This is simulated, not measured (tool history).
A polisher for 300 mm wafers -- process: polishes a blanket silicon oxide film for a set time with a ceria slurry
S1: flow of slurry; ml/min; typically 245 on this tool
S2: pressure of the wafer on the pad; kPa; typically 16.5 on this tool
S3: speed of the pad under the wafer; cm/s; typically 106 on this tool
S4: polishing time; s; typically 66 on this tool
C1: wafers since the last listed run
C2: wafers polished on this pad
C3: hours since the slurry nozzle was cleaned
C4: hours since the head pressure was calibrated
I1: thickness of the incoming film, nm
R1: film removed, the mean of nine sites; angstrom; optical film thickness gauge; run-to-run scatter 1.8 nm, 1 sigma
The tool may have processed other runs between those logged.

run 1 hour=0.0 | S1=245 S2=16.5 S3=106 S4=66 | C1=0 C2=195 C3=185.6 C4=1270.4 | I1=1648.6 | R1=2427
run 2 hour=30.7 | S1=245 S2=16.5 S3=106 S4=66 | C1=346 C2=542 C3=216.3 C4=1301.1 | I1=1618.8 | R1=2421
run 3 hour=47.9 | S1=245 S2=16.5 S3=106 S4=66 | C1=194 C2=736 C3=233.5 C4=1318.3 | I1=1623.8 | R1=2395
run 4 hour=67.5 | S1=245 S2=16.5 S3=134 S4=60 | C1=221 C2=958 C3=253.1 C4=1337.9 | I1=1620.1 | R1=2801
run 5 hour=91.0 | S1=245 S2=16.5 S3=134 S4=60 | C1=265 C2=1223 C3=276.6 C4=1361.4 | I1=1633.9 | R1=2782
run 6 hour=112.9 | S1=245 S2=16.5 S3=106 S4=66 | C1=247 C2=1471 C3=298.5 C4=1383.3 | I1=1614.0 | R1=2392
run 7 hour=126.0 | S1=245 S2=18.6 S3=106 S4=66 | C1=148 C2=1619 C3=311.6 C4=1396.4 | I1=1616.6 | R1=2699
run 8 hour=140.8 | S1=245 S2=18.6 S3=106 S4=66 | C1=167 C2=1786 C3=326.4 C4=1411.2 | I1=1603.2 | R1=2713
run 9 hour=161.6 | S1=245 S2=16.5 S3=106 S4=66 | C1=235 C2=2021 C3=347.2 C4=1432.0 | I1=1603.1 | R1=2418
-- hour=176.9 head pressure recalibrated
run 10 hour=177.4 | S1=180 S2=16.5 S3=106 S4=66 | C1=155 C2=2177 C3=363.0 C4=0.5 | I1=1648.2 | R1=2370
-- hour=196.7 worn pad replaced by a new one
run 11 hour=200.0 | S1=245 S2=16.5 S3=106 S4=66 | C1=210 C2=37 C3=385.6 C4=23.1 | I1=1620.7 | R1=2398
run 12 hour=212.5 | S1=245 S2=16.5 S3=106 S4=66 | C1=141 C2=178 C3=398.1 C4=35.6 | I1=1609.0 | R1=2383
run 13 hour=224.7 | S1=245 S2=16.5 S3=80 S4=66 | C1=137 C2=316 C3=410.3 C4=47.8 | I1=1635.5 | R1=1837
run 14 hour=243.8 | S1=245 S2=16.5 S3=80 S4=66 | C1=215 C2=531 C3=429.4 C4=66.9 | I1=1604.4 | R1=1811
run 15 hour=265.4 | S1=245 S2=16.5 S3=106 S4=66 | C1=244 C2=776 C3=451.0 C4=88.5 | I1=1588.2 | R1=2426
run 16 hour=294.0 | S1=245 S2=16.5 S3=106 S4=66 | C1=323 C2=1099 C3=479.6 C4=117.1 | I1=1623.0 | R1=2433
run 17 hour=326.4 | S1=325 S2=18.6 S3=106 S4=66 | C1=366 C2=1465 C3=512.0 C4=149.5 | I1=1605.3 | R1=2746
run 18 hour=344.3 | S1=245 S2=13.8 S3=106 S4=74 | C1=202 C2=1667 C3=529.9 C4=167.4 | I1=1637.0 | R1=2302
run 19 hour=365.7 | S1=275 S2=16.5 S3=124 S4=66 | C1=241 C2=1909 C3=551.3 C4=188.8 | I1=1641.4 | R1=2822
run 20 hour=384.9 | S1=275 S2=16.5 S3=106 S4=66 | C1=216 C2=2126 C3=570.5 C4=208.0 | I1=1629.7 | R1=2442
run 21 hour=407.3 | S1=245 S2=16.5 S3=106 S4=66 | C1=253 C2=2379 C3=592.9 C4=230.4 | I1=1634.4 | R1=2463
-- hour=426.5 worn pad replaced by a new one
run 22 hour=445.2 | S1=245 S2=20.7 S3=106 S4=66 | C1=383 C2=211 C3=630.8 C4=268.3 | I1=1609.6 | R1=2928
-- hour=459.2 slurry nozzle cleaned
run 23 hour=468.2 | S1=245 S2=13.8 S3=106 S4=66 | C1=248 C2=460 C3=9.0 C4=291.3 | I1=1628.1 | R1=2068
run 24 hour=484.6 | S1=245 S2=16.5 S3=106 S4=56 | C1=185 C2=645 C3=25.4 C4=307.7 | I1=1654.2 | R1=2044
run 25 hour=500.0 | S1=245 S2=11.7 S3=106 S4=66 | C1=174 C2=819 C3=40.8 C4=323.1 | I1=1616.4 | R1=1795
run 26 hour=588.1 | S1=245 S2=16.5 S3=106 S4=66 | C1=995 C2=1814 C3=128.9 C4=411.2 | I1=1608.6 | R1=2438
run 27 hour=613.1 | S1=205 S2=16.5 S3=72 S4=50 | C1=282 C2=2097 C3=153.9 C4=436.2 | I1=1630.1 | R1=1219
run 28 hour=628.6 | S1=245 S2=16.5 S3=84 S4=66 | C1=175 C2=2272 C3=169.4 C4=451.7 | I1=1602.5 | R1=1906
run 29 hour=641.8 | S1=245 S2=16.5 S3=106 S4=79 | C1=149 C2=2421 C3=182.6 C4=464.9 | I1=1622.8 | R1=2927
-- hour=661.2 worn pad replaced by a new one
run 30 hour=662.2 | S1=245 S2=16.5 S3=74 S4=66 | C1=185 C2=11 C3=203.0 C4=485.3 | I1=1630.1 | R1=1683
run 31 hour=675.6 | S1=160 S2=16.5 S3=106 S4=66 | C1=151 C2=163 C3=216.4 C4=498.7 | I1=1620.6 | R1=2335
run 32 hour=691.9 | S1=245 S2=14.5 S3=106 S4=66 | C1=184 C2=347 C3=232.7 C4=515.0 | I1=1635.4 | R1=2154
run 33 hour=719.7 | S1=245 S2=21.4 S3=106 S4=66 | C1=314 C2=661 C3=260.5 C4=542.8 | I1=1612.8 | R1=3062
run 34 hour=818.0 | S1=245 S2=16.5 S3=106 S4=86 | C1=1110 C2=1772 C3=358.8 C4=641.1 | I1=1607.5 | R1=3183
run 35 hour=845.2 | S1=275 S2=16.5 S3=124 S4=66 | C1=307 C2=2079 C3=386.0 C4=668.3 | I1=1607.5 | R1=2875
run 36 hour=857.7 | S1=245 S2=16.5 S3=106 S4=66 | C1=141 C2=2220 C3=398.5 C4=680.8 | I1=1610.0 | R1=2442
-- hour=868.0 worn pad replaced by a new one
run 37 hour=883.5 | S1=270 S2=16.5 S3=106 S4=46 | C1=246 C2=175 C3=424.3 C4=706.6 | I1=1613.9 | R1=1724
run 38 hour=909.2 | S1=320 S2=12.4 S3=80 S4=66 | C1=290 C2=465 C3=450.0 C4=732.3 | I1=1598.9 | R1=1450

Below are 3 alternative next runs, each starting from the tool's condition after run 38. Predict each:
run A hour=909.6 | S1=245 S2=16.5 S3=106 S4=66 | C1=4 C2=470 C3=450.4 C4=732.7 | I1=1615.4 | R1=?
run B hour=909.6 | S1=300 S2=16.5 S3=106 S4=66 | C1=4 C2=470 C3=450.4 C4=732.7 | I1=1615.4 | R1=?
run C hour=909.6 | S1=220 S2=16.5 S3=106 S4=66 | C1=4 C2=470 C3=450.4 C4=732.7 | I1=1615.4 | R1=?

run=A R1=2417
run=B R1=2459
run=C R1=2392
Without the tool's hidden state the same runs would have given:
run=A R1=2417
run=B R1=2459
run=C R1=2392

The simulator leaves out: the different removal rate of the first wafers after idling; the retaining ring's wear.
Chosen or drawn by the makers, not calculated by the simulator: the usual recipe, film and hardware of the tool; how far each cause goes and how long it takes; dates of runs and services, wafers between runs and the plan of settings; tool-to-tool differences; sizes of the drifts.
